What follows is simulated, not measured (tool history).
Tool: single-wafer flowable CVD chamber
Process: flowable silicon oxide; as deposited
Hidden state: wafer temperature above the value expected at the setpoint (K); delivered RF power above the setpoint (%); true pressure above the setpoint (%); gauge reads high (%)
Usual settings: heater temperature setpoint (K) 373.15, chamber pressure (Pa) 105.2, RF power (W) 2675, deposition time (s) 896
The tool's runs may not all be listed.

run   hour  heater temperature setpoint (K)  chamber pressure (Pa)  RF power (W)  deposition time (s)  wafers since the last listed run  hours since the last thermocouple change  hours since the last RF generator calibration  hours since the last manometer calibration  hours since the showerhead was replaced  hours since the gauge calibration  read-back reference wafer on the same gauge, thickness_nm  mean film thickness on the monitor wafer (angstrom)
  1    0.0                           373.15                  105.2          2675                  896                                 0                                    2351.0                                         1645.6                                      2233.0                                   5289.6                              153.7                                                    611.652                                              5730.34
  2   51.3                           373.15                  105.2          2675                  896                                94                                    2402.3                                         1696.9                                      2284.3                                   5340.9                              205.0                                                    610.869                                              5713.99
  3  113.0                           373.15                  105.2          2675                  896                               114                                    2464.0                                         1758.6                                      2346.0                                   5402.6                              266.7                                                    610.967                                              5740.94
  4  143.0                           373.15                  105.2          2675                  896                                55                                    2494.0                                         1788.6                                      2376.0                                   5432.6                              296.7                                                    611.921                                              5777.43
  5  185.0                           373.15                  105.2          2675                  982                                77                                    2536.0                                         1830.6                                      2418.0                                   5474.6                              338.7                                                    610.058                                              6261.19
  6  239.4                           373.15                  105.2          2675                  896                               100                                    2590.4                                         1885.0                                      2472.4                                   5529.0                              393.1                                                    610.215                                              5804.96
  7  300.4                           373.15                  105.2          2675                  896                               112                                    2651.4                                         1946.0                                      2533.4                                   5590.0                              454.1                                                    610.950                                              5764.90
  8  331.8                           373.15                  105.2          2675                  896                                58                                    2682.8                                         1977.4                                      2564.8                                   5621.4                              485.5                                                    610.019                                              5729.84
  9  401.4                           385.15                  105.2          2675                  896                               128                                    2752.4                                         2047.0                                      2634.4                                   5691.0                              555.1                                                    611.913                                              4050.23
 10  449.1                           385.15                  105.2          2675                  896                                88                                    2800.1                                         2094.7                                      2682.1                                   5738.7                              602.8                                                    611.741                                              4048.69
 11  504.1                           385.15                  105.2          2675                  896                               101                                    2855.1                                         2149.7                                      2737.1                                   5793.7                              657.8                                                    612.045                                              4047.17
     522.4  -- capacitance manometer re-zeroed and calibrated
 12  533.4                           373.15                  105.2          2675                  896                                39                                    2884.4                                         2179.0                                        11.0                                   5823.0                              687.1                                                    611.824                                              5785.06
     579.6  -- showerhead replaced
 13  587.2                           373.15                  130.7          3035                  720                                84                                    2938.2                                         2232.8                                        64.8                                      7.6                              740.9                                                    609.994                                              5650.47
 14  614.5                           380.15                  105.2          2675                  943                                50                                    2965.5                                         2260.1                                        92.1                                     34.9                              768.2                                                    610.951                                              4941.95
 15  648.3                           373.15                  105.2          2675                  896                                62                                    2999.3                                         2293.9                                       125.9                                     68.7                              802.0                                                    610.879                                              5786.61
     743.8  -- thermocouple changed; heater temperature recalibrated
     759.0  -- gauge calibrated
     796.0  -- RF generator calibrated
 16  847.7                           373.15                  105.2          2675                  896                               339                                     103.9                                           51.7                                       325.3                                    268.1                               88.7                                                    610.640                                              5736.59

The next listed run, before its measurement:
 17  887.5                           373.15                  105.2          2675                  766                                73                                     143.7                                           91.5                                       365.1                                    307.9                              128.5                                                          ?                                                    ?

{"run 17": {"read-back reference wafer on the same gauge, thickness_nm": 610.071, "mean film thickness on the monitor wafer (angstrom)": 4886.53}}
Without the tool's hidden state the same run would have given mean film thickness on the monitor wafer (angstrom) 4886.53.
